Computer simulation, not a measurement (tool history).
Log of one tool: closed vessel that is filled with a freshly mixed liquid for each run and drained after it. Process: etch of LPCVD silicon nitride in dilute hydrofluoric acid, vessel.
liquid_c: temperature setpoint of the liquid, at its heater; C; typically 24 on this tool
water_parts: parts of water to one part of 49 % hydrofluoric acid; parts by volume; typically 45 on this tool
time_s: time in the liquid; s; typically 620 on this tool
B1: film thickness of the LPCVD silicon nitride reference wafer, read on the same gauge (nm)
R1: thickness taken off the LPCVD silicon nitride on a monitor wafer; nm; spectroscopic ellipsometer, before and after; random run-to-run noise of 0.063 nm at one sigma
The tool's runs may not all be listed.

{"run": 1, "hour": 0.0, "liquid_c": 24, "water_parts": 45, "time_s": 620, "B1": 130.02, "R1": 7.45}
{"run": 2, "hour": 15.6, "liquid_c": 24, "water_parts": 45, "time_s": 620, "B1": 130.01, "R1": 7.52}
{"run": 3, "hour": 27.0, "liquid_c": 24, "water_parts": 45, "time_s": 620, "B1": 129.98, "R1": 7.46}
{"run": 4, "hour": 38.4, "liquid_c": 24, "water_parts": 45, "time_s": 620, "B1": 129.99, "R1": 7.52}
{"run": 5, "hour": 50.7, "liquid_c": 24, "water_parts": 45, "time_s": 620, "B1": 130.03, "R1": 7.54}
{"run": 6, "hour": 65.9, "liquid_c": 24, "water_parts": 45, "time_s": 620, "B1": 130, "R1": 7.64}
{"run": 7, "hour": 83.9, "liquid_c": 24, "water_parts": 45, "time_s": 330, "B1": 130.01, "R1": 3.97}
{"run": 8, "hour": 100.7, "liquid_c": 24, "water_parts": 45, "time_s": 620, "B1": 130, "R1": 7.56}
{"run": 9, "hour": 114.7, "liquid_c": 24, "water_parts": 45, "time_s": 620, "B1": 129.99, "R1": 7.49}
{"run": 10, "hour": 123.1, "liquid_c": 24, "water_parts": 45, "time_s": 785, "B1": 130.03, "R1": 9.64}
{"run": 11, "hour": 135.9, "liquid_c": 24, "water_parts": 45, "time_s": 785, "B1": 129.99, "R1": 9.58}
{"run": 12, "hour": 144.7, "liquid_c": 24, "water_parts": 40, "time_s": 620, "B1": 130.03, "R1": 8.48}
{"run": 13, "hour": 159.0, "liquid_c": 24, "water_parts": 40, "time_s": 620, "B1": 129.97, "R1": 8.53}
{"run": 14, "hour": 172.0, "liquid_c": 24, "water_parts": 40, "time_s": 620, "B1": 130, "R1": 8.47}
{"run": 15, "hour": 179.2, "liquid_c": 24, "water_parts": 45, "time_s": 620, "B1": 129.98, "R1": 8.55}
{"run": 16, "hour": 192.5, "liquid_c": 24, "water_parts": 30, "time_s": 760, "B1": 129.99, "R1": 15.25}
{"run": 17, "hour": 246.3, "liquid_c": 25.5, "water_parts": 30, "time_s": 790, "B1": 129.99, "R1": 18}
{"run": 18, "hour": 261.7, "liquid_c": 21, "water_parts": 35, "time_s": 730, "B1": 130.02, "R1": 10.52}
{"run": 19, "hour": 275.4, "liquid_c": 20.5, "water_parts": 45, "time_s": 930, "B1": 130.02, "R1": 8.33}
{"run": 20, "hour": 291.7, "liquid_c": 28, "water_parts": 45, "time_s": 780, "B1": 130.02, "R1": 11.64}
{"run": 21, "hour": 306.1, "liquid_c": 26.5, "water_parts": 30, "time_s": 775, "B1": 130.01, "R1": 15.65}
{"run": 22, "hour": 356.6, "liquid_c": 24, "water_parts": 50, "time_s": 620, "B1": 130, "R1": 6.43}
{"run": 23, "hour": 368.5, "liquid_c": 24, "water_parts": 45, "time_s": 620, "B1": 130, "R1": 7.01}
{"run": 24, "hour": 383.7, "liquid_c": 24, "water_parts": 60, "time_s": 900, "B1": 130.01, "R1": 7.85}
{"run": 25, "hour": 400.0, "liquid_c": 24, "water_parts": 45, "time_s": 620, "B1": 130, "R1": 7.1}
{"run": 26, "hour": 407.0, "liquid_c": 19.5, "water_parts": 60, "time_s": 950, "B1": 130.02, "R1": 6.02}
{"run": 27, "hour": 419.2, "liquid_c": 27.5, "water_parts": 65, "time_s": 620, "B1": 130, "R1": 6.33}
{"run": 28, "hour": 433.5, "liquid_c": 24, "water_parts": 45, "time_s": 620, "B1": 130, "R1": 7.21}
{"run": 29, "hour": 445.8, "liquid_c": 26.5, "water_parts": 45, "time_s": 620, "B1": 130, "R1": 8.57}
{"run": 30, "hour": 457.4, "liquid_c": 24, "water_parts": 50, "time_s": 805, "B1": 130, "R1": 8.36}

Between the runs listed above, the log contained 4 entries, not reproduced here. Where in the sequence does each belong, and how does what the log doesn't record of the tool's condition differ from the listed run before to the listed run after?
From run 14 to run 15: thermometer replaced (hour 176.7)
  liquid hotter than its thermometer reads (K): 1.52 -> 3.01
  measured less the result without the state, R1: +0.83 -> +1.56 nm
From run 17 to run 18: hydrofluoric acid flow meter replaced (hour 261.2)
  liquid hotter than its thermometer reads (K): 3.17 -> 3.2
  measured less the result without the state, R1: +3.43 -> +2.07 nm
From run 18 to run 19: thermometer replaced, repeated, since the last time left the tool worse (hour 270.1)
  liquid hotter than its thermometer reads (K): 3.2 -> 0.156
  measured less the result without the state, R1: +2.07 -> +0.1 nm
From run 22 to run 23: gauge calibrated (hour 358.7)
  liquid hotter than its thermometer reads (K): 0.342 -> 0.369
  measured less the result without the state, R1: +0.14 -> +0.17 nm

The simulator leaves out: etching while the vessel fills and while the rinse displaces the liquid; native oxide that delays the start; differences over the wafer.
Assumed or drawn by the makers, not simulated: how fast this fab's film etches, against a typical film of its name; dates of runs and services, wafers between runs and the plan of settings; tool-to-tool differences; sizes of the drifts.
